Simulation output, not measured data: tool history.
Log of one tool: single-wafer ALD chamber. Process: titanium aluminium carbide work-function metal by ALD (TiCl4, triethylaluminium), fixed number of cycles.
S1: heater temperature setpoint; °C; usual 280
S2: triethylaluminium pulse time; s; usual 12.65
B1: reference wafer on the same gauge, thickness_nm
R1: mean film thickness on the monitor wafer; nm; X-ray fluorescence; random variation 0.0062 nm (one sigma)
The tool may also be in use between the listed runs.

run    hour   S1     S2     B1     R1
  1     0.0  280  11.05  1.421  1.578
  2    89.1  280  11.05  1.421  1.553
      130.7  -- triethylaluminium bottle replaced
  3   161.2  280  11.05  1.420  1.690
  4   220.7  280  12.65  1.421  1.726
  5   256.9  280  12.65  1.420  1.715
      270.7  -- thermocouple changed; heater temperature recalibrated
      286.6  -- showerhead replaced
  6   353.3  280  12.65  1.419  1.717
  7   426.8  290  11.53  1.420  1.763
  8   493.2  290  11.53  1.420  1.735
  9   578.4  280  12.65  1.420  1.698
 10   861.8  280  12.65  1.419  1.685
 11   949.2  280  12.65  1.421  1.660
 12  1052.6  280  11.18  1.421  1.574
 13  1105.4  287  10.32  1.420  1.549
     1124.0  -- triethylaluminium bottle replaced
     1179.4  -- gauge calibrated
 14  1213.2  271  10.50  1.421  1.606
 15  1249.5  295  14.77  1.419  1.848
 16  1288.4  280   9.12  1.419  1.576
 17  1373.5  280  12.65  1.420  1.718
 18  1465.4  272  10.29  1.420  1.584
 19  1513.3  276  16.16  1.419  1.704
 20  1576.3  280   9.45  1.421  1.541
 21  1638.5  294  12.65  1.420  1.798
 22  1707.6  280  12.65  1.420  1.699
 23  1801.5  272  12.65  1.419  1.627
     1826.9  -- thermocouple changed; heater temperature recalibrated
 24  1889.2  280  12.65  1.421  1.670
 25  1968.1  268  12.65  1.421  1.584
 26  2024.1  290  14.41  1.419  1.760
     2051.0  -- triethylaluminium bottle replaced
 27  2077.6  291  10.59  1.420  1.748
 28  2180.0  276  12.65  1.420  1.682
 29  2256.0  274  14.64  1.420  1.688
 30  2360.2  280  12.65  1.419  1.712
 31  2457.1  280   8.91  1.420  1.512
 32  2529.2  293  17.43  1.420  1.837
 33  2636.2  280  12.65  1.420  1.682

What the log doesn't show, run by run:
wafer temperature above the value expected at the setpoint (K): 0 in every run
gauge reads high (%): 0 in every run
H1: triethylaluminium dose above that of a fresh bottle (%)
run     H1
  1  -21.6
  2  -23.6
  3  -1.96
  4  -3.29
  5  -4.11
  6  -6.27
  7  -7.92
  8  -9.42
  9  -11.3
 10  -17.7
 11  -19.7
 12    -22
 13  -23.2
 14  -2.38
 15  -3.19
 16  -4.07
 17  -5.98
 18  -8.05
 19  -9.12
 20  -10.5
 21  -11.9
 22  -13.5
 23  -15.6
 24  -17.6
 25  -19.3
 26  -20.6
 27  -2.12
 28  -4.42
 29  -6.13
 30  -8.47
 31  -10.6
 32  -12.3
 33  -14.7
